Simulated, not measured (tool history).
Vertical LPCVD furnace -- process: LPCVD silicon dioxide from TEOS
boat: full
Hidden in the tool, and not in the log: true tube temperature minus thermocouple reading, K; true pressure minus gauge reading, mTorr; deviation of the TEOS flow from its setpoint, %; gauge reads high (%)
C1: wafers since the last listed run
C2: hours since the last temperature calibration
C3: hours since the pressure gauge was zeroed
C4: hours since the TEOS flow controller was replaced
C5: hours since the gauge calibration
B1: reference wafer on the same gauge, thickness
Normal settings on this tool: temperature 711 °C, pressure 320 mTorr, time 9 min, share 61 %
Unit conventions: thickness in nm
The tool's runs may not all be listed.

run 1 hour=0 | temperature=711 pressure=320 time=7.5 share=61 | C1=0 C2=4113.5 C3=1225.4 C4=3605.2 C5=2259.7 | B1=98.31 | thickness=73.94
-- hour=94.2 thermocouples replaced and temperature profile calibrated
run 2 hour=95.7 | temperature=711 pressure=320 time=9 share=67 | C1=2022 C2=1.5 C3=1321.1 C4=3700.9 C5=2355.4 | B1=98.36 | thickness=97.94
run 3 hour=359.6 | temperature=711 pressure=320 time=9 share=61 | C1=7443 C2=265.4 C3=1585 C4=3964.8 C5=2619.3 | B1=98.18 | thickness=93.13
-- hour=421.8 pressure gauge zeroed
run 4 hour=465.3 | temperature=711 pressure=320 time=9 share=61 | C1=2304 C2=371.1 C3=43.5 C4=4070.5 C5=2725 | B1=98.35 | thickness=93.53
run 5 hour=514.2 | temperature=711 pressure=320 time=9 share=61 | C1=1379 C2=420 C3=92.4 C4=4119.4 C5=2773.9 | B1=98.18 | thickness=93.09
run 6 hour=554.8 | temperature=711 pressure=320 time=7 share=58 | C1=1145 C2=460.6 C3=133 C4=4160 C5=2814.5 | B1=98.4 | thickness=70.85
-- hour=624.3 thermocouples replaced and temperature profile calibrated, repeated, since the last time left the tool worse
run 7 hour=624.9 | temperature=711 pressure=320 time=9 share=61 | C1=1300 C2=0.6 C3=203.1 C4=4230.1 C5=2884.6 | B1=98.24 | thickness=85.13
run 8 hour=693.4 | temperature=711 pressure=320 time=9 share=61 | C1=1932 C2=69.1 C3=271.6 C4=4298.6 C5=2953.1 | B1=98.32 | thickness=84.82
run 9 hour=884.6 | temperature=711 pressure=285 time=9 share=68 | C1=5392 C2=260.3 C3=462.8 C4=4489.8 C5=3144.3 | B1=98.11 | thickness=85.03
run 10 hour=1196.4 | temperature=711 pressure=320 time=6 share=61 | C1=8794 C2=572.1 C3=774.6 C4=4801.6 C5=3456.1 | B1=98.2 | thickness=57.01
run 11 hour=1253.7 | temperature=701 pressure=400 time=9 share=61 | C1=1616 C2=629.4 C3=831.9 C4=4858.9 C5=3513.4 | B1=98.43 | thickness=75.2
run 12 hour=1295.6 | temperature=707 pressure=345 time=12 share=53 | C1=1181 C2=671.3 C3=873.8 C4=4900.8 C5=3555.3 | B1=98.12 | thickness=99.66
run 13 hour=1379.6 | temperature=722 pressure=320 time=9 share=64 | C1=2369 C2=755.3 C3=957.8 C4=4984.8 C5=3639.3 | B1=98.28 | thickness=112.34
-- hour=1550.6 gauge calibrated
run 14 hour=1551.1 | temperature=711 pressure=320 time=7 share=61 | C1=4837 C2=926.8 C3=1129.3 C4=5156.3 C5=0.5 | B1=98.15 | thickness=66.33
run 15 hour=1621.2 | temperature=711 pressure=320 time=9 share=61 | C1=1977 C2=996.9 C3=1199.4 C4=5226.4 C5=70.6 | B1=98.15 | thickness=85.39
-- hour=1876.1 pressure gauge zeroed
run 16 hour=1876.6 | temperature=711 pressure=320 time=6.5 share=61 | C1=6526 C2=1252.3 C3=0.5 C4=5481.8 C5=326 | B1=98.36 | thickness=61.33

For run 17, what comes out?
run 17 hour=1940.4 | temperature=711 pressure=320 time=9 share=52 | C1=1799 C2=1316.1 C3=64.3 C4=5545.6 C5=389.8 | B1=? | thickness=?

B1: 98.42
thickness: 78.82 nm
Without the tool's hidden state the same run would have given thickness 77.98 nm.
